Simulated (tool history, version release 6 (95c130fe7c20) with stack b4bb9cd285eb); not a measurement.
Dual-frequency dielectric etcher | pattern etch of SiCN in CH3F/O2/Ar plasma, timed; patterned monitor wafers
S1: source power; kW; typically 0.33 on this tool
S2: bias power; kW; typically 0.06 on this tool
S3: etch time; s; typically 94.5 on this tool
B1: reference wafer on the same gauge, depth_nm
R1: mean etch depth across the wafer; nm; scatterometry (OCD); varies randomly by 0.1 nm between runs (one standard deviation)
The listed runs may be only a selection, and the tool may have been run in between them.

run	hour	S1	S2	S3	B1	R1
1	0	0.33	0.06	94.5	31.11	31.76
2	25.6	0.33	0.06	84.5	31.15	28.37
3	46.4	0.33	0.06	84.5	31.1	28.6
# hour 61.6: gauge calibrated
4	107.9	0.33	0.06	108.5	31.07	36.28
5	132.5	0.33	0.06	108.5	31.06	36.33
6	159.4	0.33	0.06	108.5	31.09	36.24
7	195.4	0.33	0.06	79.5	31.05	26.55
# hour 227.8: wet clean of the chamber
8	228.3	0.33	0.06	79.5	31.14	26.89
9	243	0.33	0.06	79.5	31.09	27.05
10	275.6	0.33	0.06	94.5	31.11	32.03
# hour 321.6: upper electrode replaced
11	322.1	0.33	0.07	94.5	31.12	33.22
12	328.2	0.33	0.06	79.5	31.09	26.88
# hour 352.4: bias power generator calibrated
13	357.9	0.33	0.07	72.5	31.12	25.65
14	376.1	0.38	0.06	123	31.09	45.12
15	407.7	0.33	0.075	79.5	31.12	28.51
# hour 408.5: gauge calibrated
# hour 441.7: source power generator calibrated
16	442.8	0.33	0.06	94.5	31.08	31.83
17	463	0.4	0.066	75	31.08	29.03
18	493.6	0.33	0.06	94.5	31.1	31.81
19	519.5	0.27	0.054	114	31.04	32.72
20	540.2	0.33	0.06	94.5	31.08	31.82
21	573.2	0.33	0.053	94.5	31.11	30.55

What if the next run were any one of these 5? Each begins from the tool's condition after run 21:
A	573.6	0.33	0.06	94.5	?	?
B	573.6	0.33	0.06	114.5	?	?
C	573.6	0.31	0.048	71	?	?
D	573.6	0.35	0.053	70.5	?	?
E	573.6	0.33	0.06	112.5	?	?

run	B1	R1
A	31.1	31.68
B	31.1	38.38
C	31.1	21.47
D	31.1	23.62
E	31.1	37.71
Had the tool no hidden state, the same runs would have come out as:
run	R1
A	32.07
B	38.85
C	21.74
D	23.91
E	38.18
